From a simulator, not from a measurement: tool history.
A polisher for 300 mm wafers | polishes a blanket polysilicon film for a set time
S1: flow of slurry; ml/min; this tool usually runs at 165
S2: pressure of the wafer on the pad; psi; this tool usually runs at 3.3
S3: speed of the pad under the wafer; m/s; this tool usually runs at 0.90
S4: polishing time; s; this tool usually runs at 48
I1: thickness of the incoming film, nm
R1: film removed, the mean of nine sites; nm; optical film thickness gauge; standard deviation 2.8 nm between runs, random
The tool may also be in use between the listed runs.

run 1 day=0.000 | S1=165 S2=3.3 S3=0.90 S4=48 | I1=1233.3 | R1=411.4
-- day=0.838 slurry nozzle cleaned
run 2 day=3.846 | S1=165 S2=3.3 S3=0.90 S4=48 | I1=1252.8 | R1=430.2
run 3 day=6.854 | S1=165 S2=3.3 S3=0.90 S4=48 | I1=1247.0 | R1=430.1
-- day=8.521 worn pad replaced by a new one
run 4 day=9.229 | S1=165 S2=2.4 S3=0.82 S4=48 | I1=1260.9 | R1=295.1
run 5 day=11.142 | S1=165 S2=3.3 S3=0.90 S4=48 | I1=1273.6 | R1=424.9
run 6 day=13.412 | S1=165 S2=3.3 S3=0.90 S4=48 | I1=1259.6 | R1=423.5
-- day=15.367 slurry nozzle cleaned
run 7 day=17.275 | S1=165 S2=3.3 S3=0.90 S4=48 | I1=1261.6 | R1=428.1
-- day=19.521 worn pad replaced by a new one
run 8 day=21.483 | S1=165 S2=3.3 S3=0.90 S4=48 | I1=1277.2 | R1=430.2
run 9 day=24.171 | S1=165 S2=3.3 S3=0.90 S4=48 | I1=1257.2 | R1=428.6
-- day=26.942 head pressure recalibrated
run 10 day=27.604 | S1=165 S2=3.3 S3=0.90 S4=48 | I1=1231.5 | R1=423.0
run 11 day=29.412 | S1=215 S2=2.7 S3=1.22 S4=40 | I1=1250.8 | R1=392.1
run 12 day=32.342 | S1=165 S2=3.3 S3=0.90 S4=42 | I1=1244.0 | R1=358.2
-- day=32.821 worn pad replaced by a new one
-- day=33.225 slurry nozzle cleaned
run 13 day=35.838 | S1=185 S2=2.7 S3=1.12 S4=63 | I1=1245.3 | R1=572.3
run 14 day=39.850 | S1=110 S2=4.3 S3=1.02 S4=60 | I1=1269.1 | R1=726.8
run 15 day=41.758 | S1=195 S2=3.3 S3=1.18 S4=48 | I1=1250.1 | R1=550.9
-- day=43.621 worn pad replaced by a new one
run 16 day=44.979 | S1=165 S2=3.3 S3=0.90 S4=61 | I1=1270.8 | R1=535.2
-- day=47.604 slurry nozzle cleaned
run 17 day=50.629 | S1=165 S2=3.3 S3=0.90 S4=48 | I1=1266.2 | R1=428.4
run 18 day=53.429 | S1=165 S2=3.3 S3=1.18 S4=48 | I1=1256.3 | R1=541.3
-- day=55.062 worn pad replaced by a new one
run 19 day=55.171 | S1=120 S2=3.3 S3=1.18 S4=32 | I1=1258.2 | R1=341.2

For run 20, what comes out?
run 20 day=57.612 | S1=135 S2=3.3 S3=1.04 S4=48 | I1=1260.3 | R1=?

{"run 20": {"R1": 462.9}}
If the tool had no hidden condition, the same run with the same run-to-run variation would have returned R1 477.1 nm.
